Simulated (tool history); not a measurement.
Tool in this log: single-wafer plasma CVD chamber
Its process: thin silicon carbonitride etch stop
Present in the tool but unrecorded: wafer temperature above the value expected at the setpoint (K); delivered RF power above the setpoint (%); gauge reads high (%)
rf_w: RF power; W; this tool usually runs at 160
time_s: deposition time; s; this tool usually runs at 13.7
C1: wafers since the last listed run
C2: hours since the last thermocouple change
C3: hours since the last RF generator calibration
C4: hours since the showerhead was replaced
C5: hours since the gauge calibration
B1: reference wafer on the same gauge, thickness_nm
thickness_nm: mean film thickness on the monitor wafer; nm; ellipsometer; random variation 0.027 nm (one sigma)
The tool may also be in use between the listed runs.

{"run": 1, "day": 0.0, "rf_w": 160, "time_s": 12.9, "C1": 0, "C2": 825.2, "C3": 1670.9, "C4": 4162.7, "C5": 497.1, "B1": 6.39, "thickness_nm": 6.168}
{"day": 1.217, "done": "RF generator calibrated"}
{"run": 2, "day": 3.612, "rf_w": 160, "time_s": 13.7, "C1": 2281, "C2": 911.9, "C3": 57.5, "C4": 4249.4, "C5": 583.8, "B1": 6.39, "thickness_nm": 6.628}
{"run": 3, "day": 8.088, "rf_w": 170, "time_s": 12.4, "C1": 3113, "C2": 1019.3, "C3": 164.9, "C4": 4356.8, "C5": 691.2, "B1": 6.394, "thickness_nm": 6.131}
{"run": 4, "day": 9.754, "rf_w": 160, "time_s": 13.7, "C1": 1159, "C2": 1059.3, "C3": 204.9, "C4": 4396.8, "C5": 731.2, "B1": 6.391, "thickness_nm": 6.62}
{"run": 5, "day": 12.9, "rf_w": 160, "time_s": 13.7, "C1": 2188, "C2": 1134.8, "C3": 280.4, "C4": 4472.3, "C5": 806.7, "B1": 6.383, "thickness_nm": 6.66}
{"run": 6, "day": 14.671, "rf_w": 180, "time_s": 12, "C1": 1232, "C2": 1177.3, "C3": 322.9, "C4": 4514.8, "C5": 849.2, "B1": 6.387, "thickness_nm": 6.2}
{"run": 7, "day": 17.267, "rf_w": 160, "time_s": 15.6, "C1": 1806, "C2": 1239.6, "C3": 385.2, "C4": 4577.1, "C5": 911.5, "B1": 6.388, "thickness_nm": 7.555}
{"run": 8, "day": 21.571, "rf_w": 160, "time_s": 15.6, "C1": 2994, "C2": 1342.9, "C3": 488.5, "C4": 4680.4, "C5": 1014.8, "B1": 6.386, "thickness_nm": 7.574}
{"run": 9, "day": 24.925, "rf_w": 160, "time_s": 14.6, "C1": 2333, "C2": 1423.4, "C3": 569, "C4": 4760.9, "C5": 1095.3, "B1": 6.392, "thickness_nm": 7.011}
{"run": 10, "day": 29.396, "rf_w": 160, "time_s": 14.6, "C1": 3110, "C2": 1530.7, "C3": 676.3, "C4": 4868.2, "C5": 1202.6, "B1": 6.383, "thickness_nm": 7.059}
{"run": 11, "day": 31.962, "rf_w": 175, "time_s": 14.4, "C1": 1785, "C2": 1592.3, "C3": 737.9, "C4": 4929.8, "C5": 1264.2, "B1": 6.38, "thickness_nm": 7.242}
{"day": 32.958, "done": "gauge calibrated"}
{"run": 12, "day": 34.775, "rf_w": 175, "time_s": 14.4, "C1": 1956, "C2": 1659.8, "C3": 805.4, "C4": 4997.3, "C5": 43.6, "B1": 6.401, "thickness_nm": 7.252}
{"day": 38.358, "done": "thermocouple changed; heater temperature recalibrated"}
{"run": 13, "day": 38.8, "rf_w": 175, "time_s": 14.4, "C1": 2568, "C2": 10.6, "C3": 902, "C4": 5093.9, "C5": 140.2, "B1": 6.403, "thickness_nm": 7.257}
{"run": 14, "day": 42.662, "rf_w": 160, "time_s": 13.7, "C1": 2687, "C2": 103.3, "C3": 994.7, "C4": 5186.6, "C5": 232.9, "B1": 6.392, "thickness_nm": 6.599}
{"day": 44.825, "done": "showerhead replaced"}
{"run": 15, "day": 45.629, "rf_w": 185, "time_s": 16.3, "C1": 1832, "C2": 174.5, "C3": 1065.9, "C4": 19.3, "C5": 304.1, "B1": 6.393, "thickness_nm": 8.376}
{"run": 16, "day": 47.338, "rf_w": 145, "time_s": 11.5, "C1": 1188, "C2": 215.5, "C3": 1106.9, "C4": 60.3, "C5": 345.1, "B1": 6.393, "thickness_nm": 5.252}
{"run": 17, "day": 48.967, "rf_w": 160, "time_s": 13.7, "C1": 1133, "C2": 254.6, "C3": 1146, "C4": 99.4, "C5": 384.2, "B1": 6.39, "thickness_nm": 6.537}
{"run": 18, "day": 51.042, "rf_w": 185, "time_s": 11.2, "C1": 1443, "C2": 304.4, "C3": 1195.8, "C4": 149.2, "C5": 434, "B1": 6.394, "thickness_nm": 5.811}
{"run": 19, "day": 52.692, "rf_w": 145, "time_s": 14.4, "C1": 1148, "C2": 344, "C3": 1235.4, "C4": 188.8, "C5": 473.6, "B1": 6.378, "thickness_nm": 6.503}
{"run": 20, "day": 56.308, "rf_w": 145, "time_s": 15.7, "C1": 2516, "C2": 430.8, "C3": 1322.2, "C4": 275.6, "C5": 560.4, "B1": 6.384, "thickness_nm": 7.15}
{"run": 21, "day": 60.804, "rf_w": 145, "time_s": 11.5, "C1": 3128, "C2": 538.7, "C3": 1430.1, "C4": 383.5, "C5": 668.3, "B1": 6.386, "thickness_nm": 5.262}
{"day": 63.312, "done": "RF generator calibrated"}
{"run": 22, "day": 63.621, "rf_w": 150, "time_s": 12.6, "C1": 1727, "C2": 606.3, "C3": 7.4, "C4": 451.1, "C5": 735.9, "B1": 6.398, "thickness_nm": 5.92}
{"run": 23, "day": 66.283, "rf_w": 140, "time_s": 11.8, "C1": 1852, "C2": 670.2, "C3": 71.3, "C4": 515, "C5": 799.8, "B1": 6.381, "thickness_nm": 5.318}
{"run": 24, "day": 70.2, "rf_w": 130, "time_s": 11.6, "C1": 2725, "C2": 764.2, "C3": 165.3, "C4": 609, "C5": 893.8, "B1": 6.402, "thickness_nm": 5.001}
{"run": 25, "day": 72.825, "rf_w": 160, "time_s": 15, "C1": 1826, "C2": 827.2, "C3": 228.3, "C4": 672, "C5": 956.8, "B1": 6.384, "thickness_nm": 7.224}
{"run": 26, "day": 74.967, "rf_w": 160, "time_s": 12.4, "C1": 1490, "C2": 878.6, "C3": 279.7, "C4": 723.4, "C5": 1008.2, "B1": 6.387, "thickness_nm": 5.964}
{"day": 75.988, "done": "gauge calibrated"}
{"run": 27, "day": 77.2, "rf_w": 160, "time_s": 13.7, "C1": 1553, "C2": 932.2, "C3": 333.3, "C4": 777, "C5": 29.1, "B1": 6.392, "thickness_nm": 6.64}
{"run": 28, "day": 79.688, "rf_w": 175, "time_s": 11.4, "C1": 1730, "C2": 991.9, "C3": 393, "C4": 836.7, "C5": 88.8, "B1": 6.391, "thickness_nm": 5.758}

Branching from run 28: 5 alternative next runs. What would each branch give?
{"run": "A", "day": 79.704, "rf_w": 160, "time_s": 16.1, "C1": 11, "C2": 992.3, "C3": 393.4, "C4": 837.1, "C5": 89.2, "B1": "?", "thickness_nm": "?"}
{"run": "B", "day": 79.704, "rf_w": 160, "time_s": 12, "C1": 11, "C2": 992.3, "C3": 393.4, "C4": 837.1, "C5": 89.2, "B1": "?", "thickness_nm": "?"}
{"run": "C", "day": 79.704, "rf_w": 160, "time_s": 16, "C1": 11, "C2": 992.3, "C3": 393.4, "C4": 837.1, "C5": 89.2, "B1": "?", "thickness_nm": "?"}
{"run": "D", "day": 79.704, "rf_w": 175, "time_s": 11.7, "C1": 11, "C2": 992.3, "C3": 393.4, "C4": 837.1, "C5": 89.2, "B1": "?", "thickness_nm": "?"}
{"run": "E", "day": 79.704, "rf_w": 185, "time_s": 14.8, "C1": 11, "C2": 992.3, "C3": 393.4, "C4": 837.1, "C5": 89.2, "B1": "?", "thickness_nm": "?"}

run=A B1=6.38 thickness_nm=7.741
run=B B1=6.38 thickness_nm=5.769
run=C B1=6.38 thickness_nm=7.692
run=D B1=6.38 thickness_nm=5.88
run=E B1=6.38 thickness_nm=7.637
Without the tool's hidden state the same runs would have given:
run=A thickness_nm=7.811
run=B thickness_nm=5.822
run=C thickness_nm=7.763
run=D thickness_nm=5.934
run=E thickness_nm=7.706

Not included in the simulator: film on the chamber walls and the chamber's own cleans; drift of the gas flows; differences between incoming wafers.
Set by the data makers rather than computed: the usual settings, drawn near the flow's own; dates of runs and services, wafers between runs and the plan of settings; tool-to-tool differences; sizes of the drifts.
